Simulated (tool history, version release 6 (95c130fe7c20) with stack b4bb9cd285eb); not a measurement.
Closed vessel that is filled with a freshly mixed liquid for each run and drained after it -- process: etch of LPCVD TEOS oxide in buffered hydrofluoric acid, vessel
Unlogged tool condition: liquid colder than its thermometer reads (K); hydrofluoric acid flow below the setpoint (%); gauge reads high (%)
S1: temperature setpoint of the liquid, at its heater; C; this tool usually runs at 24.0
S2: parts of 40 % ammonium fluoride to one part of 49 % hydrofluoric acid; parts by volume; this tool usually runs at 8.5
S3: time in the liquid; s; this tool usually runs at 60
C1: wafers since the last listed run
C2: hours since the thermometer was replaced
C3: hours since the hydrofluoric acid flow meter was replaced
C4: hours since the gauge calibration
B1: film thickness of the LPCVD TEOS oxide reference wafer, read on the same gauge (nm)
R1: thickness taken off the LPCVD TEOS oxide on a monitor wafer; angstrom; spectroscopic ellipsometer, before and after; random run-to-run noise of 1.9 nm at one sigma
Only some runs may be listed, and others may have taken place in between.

run	hour	S1	S2	S3	C1	C2	C3	C4	B1	R1
1	0.0	24.0	8.5	60	0	479.6	1372.7	687.4	30.00	2309.6
2	28.7	24.0	8.5	60	3076	508.3	1401.4	716.1	29.99	2318.5
3	47.3	22.5	8.5	60	1994	526.9	1420.0	734.7	29.99	2126.7
4	71.4	22.5	8.5	60	2583	551.0	1444.1	758.8	30.00	2149.2
5	106.4	24.0	8.5	60	3752	586.0	1479.1	793.8	30.01	2301.5
6	123.9	24.0	9.5	60	1876	603.5	1496.6	811.3	30.00	2098.2
# hour 130.2: gauge calibrated
7	151.7	24.0	6.5	60	2980	631.3	1524.4	21.5	30.04	2987.0
# hour 156.0: hydrofluoric acid flow meter replaced
8	165.5	24.0	6.5	60	1372	645.1	9.5	35.3	30.03	3055.8
9	188.0	24.0	8.5	60	2412	667.6	32.0	57.8	30.02	2258.3
10	222.3	24.0	8.5	60	3677	701.9	66.3	92.1	30.03	2283.2
11	249.9	27.0	8.5	60	2958	729.5	93.9	119.7	29.98	2664.8
12	282.9	23.0	8.5	70	3537	762.5	126.9	152.7	30.00	2539.5
13	309.6	19.5	6.5	50	2862	789.2	153.6	179.4	29.98	1938.0
14	326.3	19.5	11.5	35	1790	805.9	170.3	196.1	30.00	795.6
15	350.2	24.0	8.5	60	2562	829.8	194.2	220.0	30.00	2250.9
16	363.6	21.5	8.5	75	1436	843.2	207.6	233.4	30.01	2466.6
17	389.1	19.0	7.0	60	2733	868.7	233.1	258.9	30.00	2082.2
18	407.0	20.5	8.5	45	1918	886.6	251.0	276.8	29.99	1387.4
19	437.5	21.5	5.5	75	3269	917.1	281.5	307.3	30.03	3709.5
20	463.2	24.0	8.5	60	2755	942.8	307.2	333.0	29.99	2272.5
21	498.5	22.5	7.5	30	3784	978.1	342.5	368.3	30.01	1159.6
22	530.9	21.0	8.5	60	3473	1010.5	374.9	400.7	29.97	1893.3
23	549.6	24.0	10.5	35	2004	1029.2	393.6	419.4	30.01	1101.4
# hour 576.2: thermometer replaced
24	603.6	21.0	10.5	60	5681	27.4	447.6	473.4	30.00	1708.5
25	634.3	21.0	8.5	60	3291	58.1	478.3	504.1	29.99	1997.6
26	646.6	28.5	5.0	50	1318	70.4	490.6	516.4	30.01	4079.8
27	675.0	24.0	10.0	60	3044	98.8	519.0	544.8	29.98	2082.1
28	690.6	24.0	11.0	60	1672	114.4	534.6	560.4	29.99	1899.7
29	713.8	27.5	9.5	40	2487	137.6	557.8	583.6	29.99	1713.9
30	737.2	19.0	8.5	60	2508	161.0	581.2	607.0	29.98	1787.9
31	766.5	24.0	8.5	60	3141	190.3	610.5	636.3	30.01	2393.0
32	800.3	24.0	7.5	60	3623	224.1	644.3	670.1	30.01	2711.8

Each row is a separate what-if for the run after 32, all from the same tool condition, not one after another. Results?
A	801.0	24.0	11.5	60	75	224.8	645.0	670.8	?	?
B	801.0	28.5	5.5	30	75	224.8	645.0	670.8	?	?
C	801.0	20.0	5.5	80	75	224.8	645.0	670.8	?	?
D	801.0	24.0	6.0	60	75	224.8	645.0	670.8	?	?
E	801.0	26.5	5.0	85	75	224.8	645.0	670.8	?	?

run	B1	R1
A	30.01	1812.4
B	30.01	2282.4
C	30.01	3830.0
D	30.01	3329.1
E	30.01	6299.5
Stripped of hidden state, with their random variation kept, the same runs would have yielded:
run	R1
A	1864.6
B	2346.0
C	3943.1
D	3424.8
E	6477.4

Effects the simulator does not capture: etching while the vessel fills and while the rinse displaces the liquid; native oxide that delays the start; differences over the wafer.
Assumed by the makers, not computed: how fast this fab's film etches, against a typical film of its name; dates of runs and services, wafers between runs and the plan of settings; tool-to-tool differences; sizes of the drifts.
